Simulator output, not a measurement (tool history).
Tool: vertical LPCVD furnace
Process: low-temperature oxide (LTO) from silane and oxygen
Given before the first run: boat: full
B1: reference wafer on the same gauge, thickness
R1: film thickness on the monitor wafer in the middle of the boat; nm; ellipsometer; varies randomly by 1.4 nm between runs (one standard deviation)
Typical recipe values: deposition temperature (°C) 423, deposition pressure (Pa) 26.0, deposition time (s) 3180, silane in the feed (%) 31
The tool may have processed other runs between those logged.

{"run": 1, "hour": 0.0, "deposition temperature (°C)": 423, "deposition pressure (Pa)": 26.0, "deposition time (s)": 3180, "silane in the feed (%)": 31, "B1": 412.04, "R1": 384.81}
{"run": 2, "hour": 19.3, "deposition temperature (°C)": 430, "deposition pressure (Pa)": 26.0, "deposition time (s)": 4200, "silane in the feed (%)": 31, "B1": 412.09, "R1": 547.85}
{"run": 3, "hour": 51.6, "deposition temperature (°C)": 430, "deposition pressure (Pa)": 26.0, "deposition time (s)": 4200, "silane in the feed (%)": 31, "B1": 412.01, "R1": 546.88}
{"run": 4, "hour": 77.2, "deposition temperature (°C)": 423, "deposition pressure (Pa)": 30.0, "deposition time (s)": 3180, "silane in the feed (%)": 31, "B1": 412.03, "R1": 442.83}
{"run": 5, "hour": 89.2, "deposition temperature (°C)": 423, "deposition pressure (Pa)": 30.0, "deposition time (s)": 3180, "silane in the feed (%)": 31, "B1": 411.84, "R1": 443.27}
{"run": 6, "hour": 108.4, "deposition temperature (°C)": 423, "deposition pressure (Pa)": 26.0, "deposition time (s)": 3180, "silane in the feed (%)": 31, "B1": 412.26, "R1": 383.61}
{"hour": 116.2, "done": "gauge calibrated"}
{"run": 7, "hour": 132.5, "deposition temperature (°C)": 423, "deposition pressure (Pa)": 26.0, "deposition time (s)": 3180, "silane in the feed (%)": 31, "B1": 412.25, "R1": 382.22}
{"run": 8, "hour": 150.2, "deposition temperature (°C)": 423, "deposition pressure (Pa)": 26.0, "deposition time (s)": 3180, "silane in the feed (%)": 31, "B1": 412.07, "R1": 386.16}
{"run": 9, "hour": 169.5, "deposition temperature (°C)": 423, "deposition pressure (Pa)": 26.0, "deposition time (s)": 3180, "silane in the feed (%)": 31, "B1": 411.85, "R1": 384.87}
{"run": 10, "hour": 194.3, "deposition temperature (°C)": 423, "deposition pressure (Pa)": 26.0, "deposition time (s)": 3180, "silane in the feed (%)": 31, "B1": 412.04, "R1": 383.69}
{"run": 11, "hour": 217.3, "deposition temperature (°C)": 435, "deposition pressure (Pa)": 24.0, "deposition time (s)": 3660, "silane in the feed (%)": 36, "B1": 411.89, "R1": 563.3}
{"run": 12, "hour": 241.5, "deposition temperature (°C)": 423, "deposition pressure (Pa)": 26.0, "deposition time (s)": 3810, "silane in the feed (%)": 26, "B1": 412.0, "R1": 356.21}
{"run": 13, "hour": 259.1, "deposition temperature (°C)": 423, "deposition pressure (Pa)": 22.0, "deposition time (s)": 3180, "silane in the feed (%)": 35, "B1": 411.89, "R1": 384.43}
{"hour": 293.5, "done": "pressure gauge zeroed"}
{"run": 14, "hour": 314.9, "deposition temperature (°C)": 423, "deposition pressure (Pa)": 26.0, "deposition time (s)": 3180, "silane in the feed (%)": 31, "B1": 411.97, "R1": 386.1}
{"run": 15, "hour": 330.9, "deposition temperature (°C)": 423, "deposition pressure (Pa)": 23.3, "deposition time (s)": 3180, "silane in the feed (%)": 29, "B1": 411.78, "R1": 313.09}
{"run": 16, "hour": 363.5, "deposition temperature (°C)": 428, "deposition pressure (Pa)": 26.0, "deposition time (s)": 3180, "silane in the feed (%)": 36, "B1": 411.71, "R1": 491.3}
{"run": 17, "hour": 377.4, "deposition temperature (°C)": 423, "deposition pressure (Pa)": 26.0, "deposition time (s)": 4410, "silane in the feed (%)": 35, "B1": 411.92, "R1": 626.69}
{"run": 18, "hour": 399.1, "deposition temperature (°C)": 423, "deposition pressure (Pa)": 26.0, "deposition time (s)": 3180, "silane in the feed (%)": 31, "B1": 411.93, "R1": 385.13}
{"run": 19, "hour": 434.7, "deposition temperature (°C)": 423, "deposition pressure (Pa)": 26.0, "deposition time (s)": 3180, "silane in the feed (%)": 31, "B1": 411.86, "R1": 383.12}
{"hour": 472.6, "done": "thermocouples replaced and temperature profile calibrated"}
{"hour": 488.6, "done": "silane flow controller replaced"}
{"run": 20, "hour": 489.1, "deposition temperature (°C)": 434, "deposition pressure (Pa)": 26.0, "deposition time (s)": 2430, "silane in the feed (%)": 31, "B1": 411.95, "R1": 329.64}
{"run": 21, "hour": 494.1, "deposition temperature (°C)": 423, "deposition pressure (Pa)": 26.0, "deposition time (s)": 4230, "silane in the feed (%)": 29, "B1": 411.83, "R1": 463.74}
{"run": 22, "hour": 513.3, "deposition temperature (°C)": 427, "deposition pressure (Pa)": 26.0, "deposition time (s)": 2370, "silane in the feed (%)": 31, "B1": 412.14, "R1": 297.17}
{"run": 23, "hour": 548.4, "deposition temperature (°C)": 423, "deposition pressure (Pa)": 26.0, "deposition time (s)": 3180, "silane in the feed (%)": 31, "B1": 412.3, "R1": 382.91}
{"run": 24, "hour": 575.4, "deposition temperature (°C)": 423, "deposition pressure (Pa)": 26.0, "deposition time (s)": 3780, "silane in the feed (%)": 31, "B1": 412.16, "R1": 455.8}
{"run": 25, "hour": 601.2, "deposition temperature (°C)": 423, "deposition pressure (Pa)": 20.0, "deposition time (s)": 3780, "silane in the feed (%)": 31, "B1": 411.95, "R1": 350.18}
{"run": 26, "hour": 620.6, "deposition temperature (°C)": 432, "deposition pressure (Pa)": 20.0, "deposition time (s)": 3180, "silane in the feed (%)": 31, "B1": 411.84, "R1": 323.38}
{"run": 27, "hour": 635.6, "deposition temperature (°C)": 423, "deposition pressure (Pa)": 30.7, "deposition time (s)": 3180, "silane in the feed (%)": 26, "B1": 412.01, "R1": 351.92}
{"hour": 650.8, "done": "gauge calibrated"}
{"run": 28, "hour": 659.9, "deposition temperature (°C)": 423, "deposition pressure (Pa)": 24.0, "deposition time (s)": 3810, "silane in the feed (%)": 33, "B1": 411.93, "R1": 461.23}
{"run": 29, "hour": 677.9, "deposition temperature (°C)": 423, "deposition pressure (Pa)": 22.7, "deposition time (s)": 3180, "silane in the feed (%)": 31, "B1": 412.08, "R1": 334.45}
{"run": 30, "hour": 710.6, "deposition temperature (°C)": 420, "deposition pressure (Pa)": 31.3, "deposition time (s)": 2640, "silane in the feed (%)": 31, "B1": 411.85, "R1": 370.0}

Below are 5 alternative next runs, each starting from the tool's condition after run 30. Predict each:
{"run": "A", "hour": 715.7, "deposition temperature (°C)": 423, "deposition pressure (Pa)": 26.0, "deposition time (s)": 3180, "silane in the feed (%)": 31, "B1": "?", "R1": "?"}
{"run": "B", "hour": 715.7, "deposition temperature (°C)": 423, "deposition pressure (Pa)": 26.0, "deposition time (s)": 3180, "silane in the feed (%)": 26, "B1": "?", "R1": "?"}
{"run": "C", "hour": 715.7, "deposition temperature (°C)": 423, "deposition pressure (Pa)": 30.0, "deposition time (s)": 3180, "silane in the feed (%)": 37, "B1": "?", "R1": "?"}
{"run": "D", "hour": 715.7, "deposition temperature (°C)": 423, "deposition pressure (Pa)": 31.3, "deposition time (s)": 3180, "silane in the feed (%)": 31, "B1": "?", "R1": "?"}
{"run": "E", "hour": 715.7, "deposition temperature (°C)": 423, "deposition pressure (Pa)": 28.7, "deposition time (s)": 4440, "silane in the feed (%)": 31, "B1": "?", "R1": "?"}

run=A B1=411.93 R1=384.11
run=B B1=411.93 R1=298.11
run=C B1=411.93 R1=557.49
run=D B1=411.93 R1=462.91
run=E B1=411.93 R1=591.31
What these runs would have given with no unlogged condition in the tool:
run=A R1=384.11
run=B R1=298.11
run=C R1=557.49
run=D R1=462.91
run=E R1=591.31
